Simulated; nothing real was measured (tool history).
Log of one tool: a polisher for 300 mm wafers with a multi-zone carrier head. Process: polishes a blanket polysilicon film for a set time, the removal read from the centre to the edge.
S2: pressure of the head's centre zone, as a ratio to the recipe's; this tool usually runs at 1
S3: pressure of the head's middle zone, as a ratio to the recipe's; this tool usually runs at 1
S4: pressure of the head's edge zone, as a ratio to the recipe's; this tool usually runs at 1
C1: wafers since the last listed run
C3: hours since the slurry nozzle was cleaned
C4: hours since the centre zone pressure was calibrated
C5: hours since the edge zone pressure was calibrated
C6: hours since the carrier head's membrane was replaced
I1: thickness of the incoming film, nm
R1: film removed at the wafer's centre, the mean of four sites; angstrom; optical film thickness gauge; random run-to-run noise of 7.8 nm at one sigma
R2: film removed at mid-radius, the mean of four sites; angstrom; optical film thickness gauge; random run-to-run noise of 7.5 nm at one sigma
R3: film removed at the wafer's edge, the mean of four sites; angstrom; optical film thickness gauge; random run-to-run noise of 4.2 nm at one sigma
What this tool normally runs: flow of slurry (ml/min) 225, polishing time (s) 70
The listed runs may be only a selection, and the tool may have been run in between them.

run 1 hour=0 | flow_of_slurry_(ml/min)=225 S2=1 S3=1 S4=1 polishing_time_(s)=70 | C1=0 wafers_polished_on_this_pad=156 C3=131.9 C4=400.4 C5=783.6 C6=1257.9 | I1=1316 | R1=4744 R2=5265 R3=5475
-- hour=5 edge zone pressure recalibrated
run 2 hour=97.4 | flow_of_slurry_(ml/min)=225 S2=1 S3=1 S4=1 polishing_time_(s)=70 | C1=1262 wafers_polished_on_this_pad=1418 C3=229.3 C4=497.8 C5=92.4 C6=1355.3 | I1=1302.5 | R1=4604 R2=5365 R3=5463
-- hour=117.3 centre zone pressure recalibrated, repeated, since the last time left the tool worse
run 3 hour=141 | flow_of_slurry_(ml/min)=225 S2=1 S3=1 S4=1 polishing_time_(s)=70 | C1=550 wafers_polished_on_this_pad=1968 C3=272.9 C4=23.7 C5=136 C6=1398.9 | I1=1339.7 | R1=5371 R2=5321 R3=5453
-- hour=247.1 carrier head's membrane replaced by a new one
run 4 hour=247.6 | flow_of_slurry_(ml/min)=175 S2=0.95 S3=1 S4=1 polishing_time_(s)=54 | C1=1344 wafers_polished_on_this_pad=3312 C3=379.5 C4=130.3 C5=242.6 C6=0.5 | I1=1312.5 | R1=3821 R2=3902 R3=4154
run 5 hour=310.5 | flow_of_slurry_(ml/min)=225 S2=1 S3=1 S4=1 polishing_time_(s)=70 | C1=832 wafers_polished_on_this_pad=4144 C3=442.4 C4=193.2 C5=305.5 C6=63.4 | I1=1315.8 | R1=5307 R2=5332 R3=5431
run 6 hour=393.6 | flow_of_slurry_(ml/min)=265 S2=1 S3=1 S4=1 polishing_time_(s)=56 | C1=1099 wafers_polished_on_this_pad=5243 C3=525.5 C4=276.3 C5=388.6 C6=146.5 | I1=1303 | R1=4242 R2=4397 R3=4444
-- hour=435.2 slurry nozzle cleaned
run 7 hour=485.9 | flow_of_slurry_(ml/min)=225 S2=1 S3=0.94 S4=1 polishing_time_(s)=70 | C1=1207 wafers_polished_on_this_pad=6451 C3=50.7 C4=368.6 C5=480.9 C6=238.8 | I1=1300.5 | R1=5230 R2=5117 R3=5509
run 8 hour=526.7 | flow_of_slurry_(ml/min)=225 S2=1.11 S3=1.05 S4=1 polishing_time_(s)=70 | C1=539 wafers_polished_on_this_pad=6991 C3=91.5 C4=409.4 C5=521.7 C6=279.6 | I1=1310.7 | R1=5756 R2=5681 R3=5489
run 9 hour=562.8 | flow_of_slurry_(ml/min)=180 S2=1.05 S3=1 S4=0.95 polishing_time_(s)=70 | C1=477 wafers_polished_on_this_pad=7468 C3=127.6 C4=445.5 C5=557.8 C6=315.7 | I1=1300.4 | R1=5475 R2=5190 R3=5315
-- hour=626.2 worn pad replaced by a new one
run 10 hour=664 | flow_of_slurry_(ml/min)=285 S2=1.05 S3=1 S4=0.94 polishing_time_(s)=49 | C1=1285 wafers_polished_on_this_pad=500 C3=228.8 C4=546.7 C5=659 C6=416.9 | I1=1335.7 | R1=3878 R2=3841 R3=3907
-- hour=688 edge zone pressure recalibrated
-- hour=711.5 centre zone pressure recalibrated
run 11 hour=720.9 | flow_of_slurry_(ml/min)=160 S2=1 S3=1 S4=1.08 polishing_time_(s)=70 | C1=699 wafers_polished_on_this_pad=1200 C3=285.7 C4=9.4 C5=32.9 C6=473.8 | I1=1307.6 | R1=5006 R2=5116 R3=5406
run 12 hour=963.7 | flow_of_slurry_(ml/min)=225 S2=1 S3=1 S4=1 polishing_time_(s)=70 | C1=3211 wafers_polished_on_this_pad=4412 C3=528.5 C4=252.2 C5=275.7 C6=716.6 | I1=1300.6 | R1=5392 R2=5331 R3=5506
-- hour=982.6 slurry nozzle cleaned
run 13 hour=1060.4 | flow_of_slurry_(ml/min)=225 S2=1 S3=1.05 S4=0.93 polishing_time_(s)=70 | C1=1266 wafers_polished_on_this_pad=5678 C3=77.8 C4=348.9 C5=372.4 C6=813.3 | I1=1309.5 | R1=5198 R2=5473 R3=5324
run 14 hour=1122.8 | flow_of_slurry_(ml/min)=225 S2=1.02 S3=1 S4=1 polishing_time_(s)=70 | C1=825 wafers_polished_on_this_pad=6503 C3=140.2 C4=411.3 C5=434.8 C6=875.7 | I1=1322 | R1=5300 R2=5237 R3=5479
run 15 hour=1163.5 | flow_of_slurry_(ml/min)=225 S2=1 S3=1 S4=0.95 polishing_time_(s)=77 | C1=538 wafers_polished_on_this_pad=7042 C3=180.9 C4=452 C5=475.5 C6=916.4 | I1=1305.5 | R1=5788 R2=5896 R3=5983
-- hour=1181.5 worn pad replaced by a new one
run 16 hour=1227.4 | flow_of_slurry_(ml/min)=225 S2=1 S3=1 S4=1 polishing_time_(s)=70 | C1=792 wafers_polished_on_this_pad=607 C3=244.8 C4=515.9 C5=539.4 C6=980.3 | I1=1286.7 | R1=5236 R2=5299 R3=5484
-- hour=1311.1 centre zone pressure recalibrated
run 17 hour=1319.2 | flow_of_slurry_(ml/min)=195 S2=1 S3=1 S4=1 polishing_time_(s)=89 | C1=1187 wafers_polished_on_this_pad=1795 C3=336.6 C4=8.1 C5=631.2 C6=1072.1 | I1=1306.7 | R1=6685 R2=6627 R3=6857
run 18 hour=1382.8 | flow_of_slurry_(ml/min)=225 S2=1 S3=1 S4=1 polishing_time_(s)=70 | C1=841 wafers_polished_on_this_pad=2637 C3=400.2 C4=71.7 C5=694.8 C6=1135.7 | I1=1292.5 | R1=5325 R2=5386 R3=5548
-- hour=1394.6 edge zone pressure recalibrated
-- hour=1457.8 carrier head's membrane replaced by a new one
run 19 hour=1504.7 | flow_of_slurry_(ml/min)=285 S2=0.9 S3=0.93 S4=1 polishing_time_(s)=61 | C1=1520 wafers_polished_on_this_pad=4157 C3=522.1 C4=193.6 C5=110.1 C6=46.9 | I1=1299.7 | R1=4241 R2=4508 R3=4886
run 20 hour=1555.3 | flow_of_slurry_(ml/min)=255 S2=1 S3=1 S4=1 polishing_time_(s)=78 | C1=669 wafers_polished_on_this_pad=4826 C3=572.7 C4=244.2 C5=160.7 C6=97.5 | I1=1327 | R1=6000 R2=6011 R3=6110
run 21 hour=1596.7 | flow_of_slurry_(ml/min)=225 S2=1.03 S3=1 S4=1 polishing_time_(s)=70 | C1=547 wafers_polished_on_this_pad=5374 C3=614.1 C4=285.6 C5=202.1 C6=138.9 | I1=1309.2 | R1=5364 R2=5291 R3=5509
-- hour=1649 slurry nozzle cleaned
-- hour=1714.2 worn pad replaced by a new one
run 22 hour=1746.7 | flow_of_slurry_(ml/min)=225 S2=1.03 S3=0.88 S4=1.09 polishing_time_(s)=53 | C1=1918 wafers_polished_on_this_pad=429 C3=97.7 C4=435.6 C5=352.1 C6=288.9 | I1=1311.4 | R1=4065 R2=3551 R3=4235

Same runs, no hidden state in the tool, same run-to-run variation:
Hidden state at play: removal rate lost through wear of the pad, %; slurry flow missing at the pad, %; deviation of the centre zone's pressure from its setpoint, %; deviation of the edge zone's pressure from its setpoint, %.
run=1 R1=5513
run=2 R1=5429
run=3 R1=5398
run=4 R1=3849
run=5 R1=5361
run=6 R1=4309
run=7 R1=5359
run=8 R1=5924
run=9 R1=5661
run=10 R1=4069
run=11 R1=5018
run=12 R1=5455
run=13 R1=5303
run=14 R1=5443
run=15 R1=5976
run=16 R1=5454
run=17 R1=6721
run=18 R1=5357
run=19 R1=4287
run=20 R1=6084
run=21 R1=5455
run=22 R1=4200
R2: at most 4 angstrom away from the measurement, every run.
R3: as measured in every run.
